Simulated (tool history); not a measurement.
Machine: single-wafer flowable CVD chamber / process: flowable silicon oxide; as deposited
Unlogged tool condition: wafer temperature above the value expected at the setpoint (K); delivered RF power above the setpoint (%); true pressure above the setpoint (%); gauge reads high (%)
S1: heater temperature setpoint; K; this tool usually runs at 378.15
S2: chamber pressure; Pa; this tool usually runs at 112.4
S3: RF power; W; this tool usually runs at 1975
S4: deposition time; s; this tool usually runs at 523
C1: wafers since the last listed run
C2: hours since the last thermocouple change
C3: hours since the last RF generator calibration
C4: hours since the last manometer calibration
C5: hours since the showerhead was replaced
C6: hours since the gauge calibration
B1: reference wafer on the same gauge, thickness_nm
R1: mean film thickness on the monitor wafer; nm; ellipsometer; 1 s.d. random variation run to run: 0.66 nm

Run 1, hour 0.0: usual settings; C1 0; C2 2243.1; C3 1959.2; C4 70.8; C5 6511.8; C6 1276.5; B1 250.085. Result: R1 290.070 nm.
Run 2, hour 39.4: usual settings; C1 117; C2 2282.5; C3 1998.6; C4 110.2; C5 6551.2; C6 1315.9; B1 250.115. Result: R1 288.760 nm.
Run 3, hour 110.1: usual settings; C1 211; C2 2353.2; C3 2069.3; C4 180.9; C5 6621.9; C6 1386.6; B1 249.991. Result: R1 288.647 nm.
Run 4, hour 177.0: usual settings but S2 134.8 Pa, S3 2270 W; C1 200; C2 2420.1; C3 2136.2; C4 247.8; C5 6688.8; C6 1453.5; B1 249.876. Result: R1 353.572 nm.
Run 5, hour 241.7: usual settings but S2 134.8 Pa, S3 2270 W; C1 193; C2 2484.8; C3 2200.9; C4 312.5; C5 6753.5; C6 1518.2; B1 249.884. Result: R1 356.044 nm.
At hour 268.5: capacitance manometer re-zeroed and calibrated, repeated, since the last time left the tool worse.
Run 6, hour 296.8: usual settings but S2 134.8 Pa, S3 2270 W; C1 140; C2 2539.9; C3 2256.0; C4 28.3; C5 6808.6; C6 1573.3; B1 249.947. Result: R1 346.392 nm.
At hour 346.3: gauge calibrated.
Run 7, hour 347.0: usual settings but S3 2290 W; C1 150; C2 2590.1; C3 2306.2; C4 78.5; C5 6858.8; C6 0.7; B1 249.938. Result: R1 289.076 nm.
Run 8, hour 387.5: usual settings but S2 92.3 Pa, S3 1735 W; C1 121; C2 2630.6; C3 2346.7; C4 119.0; C5 6899.3; C6 41.2; B1 250.015. Result: R1 224.465 nm.
Run 9, hour 442.2: usual settings but S2 92.3 Pa, S3 1735 W; C1 163; C2 2685.3; C3 2401.4; C4 173.7; C5 6954.0; C6 95.9; B1 250.022. Result: R1 225.617 nm.
Run 10, hour 480.7: usual settings but S2 92.3 Pa, S3 1735 W; C1 115; C2 2723.8; C3 2439.9; C4 212.2; C5 6992.5; C6 134.4; B1 250.120. Result: R1 225.246 nm.
Run 11, hour 552.5: usual settings; C1 214; C2 2795.6; C3 2511.7; C4 284.0; C5 7064.3; C6 206.2; B1 249.828. Result: R1 284.097 nm.
Run 12, hour 595.8: usual settings; C1 129; C2 2838.9; C3 2555.0; C4 327.3; C5 7107.6; C6 249.5; B1 250.035. Result: R1 282.133 nm.
At hour 617.6: RF generator calibrated.
Run 13, hour 639.3: usual settings but S1 389.15 K, S3 1855 W, S4 420 s; C1 106; C2 2882.4; C3 21.7; C4 370.8; C5 7151.1; C6 293.0; B1 250.112. Result: R1 159.571 nm.
Run 14, hour 710.1: usual settings but S1 366.15 K, S4 581 s; C1 211; C2 2953.2; C3 92.5; C4 441.6; C5 7221.9; C6 363.8; B1 249.967. Result: R1 463.429 nm.
Run 15, hour 737.2: usual settings; C1 81; C2 2980.3; C3 119.6; C4 468.7; C5 7249.0; C6 390.9; B1 249.994. Result: R1 283.710 nm.
At hour 758.8: thermocouple changed; heater temperature recalibrated.
Run 16, hour 797.9: usual settings; C1 157; C2 39.1; C3 180.3; C4 529.4; C5 7309.7; C6 451.6; B1 250.070. Result: R1 283.042 nm.
At hour 809.5: showerhead replaced.
Run 17, hour 827.7: usual settings but S1 371.15 K; C1 65; C2 68.9; C3 210.1; C4 559.2; C5 18.2; C6 481.4; B1 250.135. Result: R1 356.543 nm.
Run 18, hour 867.1: usual settings but S1 368.15 K, S2 102.4 Pa, S3 2265 W; C1 117; C2 108.3; C3 249.5; C4 598.6; C5 57.6; C6 520.8; B1 250.032. Result: R1 366.194 nm.
Run 19, hour 906.1: usual settings but S1 391.15 K, S2 95.9 Pa, S4 459 s; C1 116; C2 147.3; C3 288.5; C4 637.6; C5 96.6; C6 559.8; B1 249.958. Result: R1 142.069 nm.
Run 20, hour 968.2: usual settings but S1 364.15 K, S2 134.9 Pa, S3 2085 W, S4 594 s; C1 185; C2 209.4; C3 350.6; C4 699.7; C5 158.7; C6 621.9; B1 249.879. Result: R1 614.986 nm.
Run 21, hour 1025.8: usual settings but S2 96.4 Pa, S4 557 s; C1 172; C2 267.0; C3 408.2; C4 757.3; C5 216.3; C6 679.5; B1 250.077. Result: R1 258.969 nm.
Run 22, hour 1077.8: usual settings but S2 139.2 Pa, S3 1595 W, S4 468 s; C1 155; C2 319.0; C3 460.2; C4 809.3; C5 268.3; C6 731.5; B1 250.071. Result: R1 297.695 nm.
Run 23, hour 1119.0: usual settings but S3 1685 W; C1 123; C2 360.2; C3 501.4; C4 850.5; C5 309.5; C6 772.7; B1 249.938. Result: R1 274.230 nm.
Run 24, hour 1175.1: usual settings but S2 92.3 Pa, S3 1735 W; C1 167; C2 416.3; C3 557.5; C4 906.6; C5 365.6; C6 828.8; B1 249.999. Result: R1 226.299 nm.

What does the tool deliver on the next run?
At hour 1245.4: capacitance manometer re-zeroed and calibrated.
Run 25, hour 1245.9: usual settings but S1 366.15 K, S2 126.4 Pa, S3 2115 W, S4 421 s; C1 187; C2 487.1; C3 628.3; C4 0.5; C5 436.4; C6 899.6; B1 ?. Result: R1 ?.

Run 25 measured B1 249.890, R1 379.493 nm.
With no hidden state in the tool, this same run would have given R1 379.585 nm.
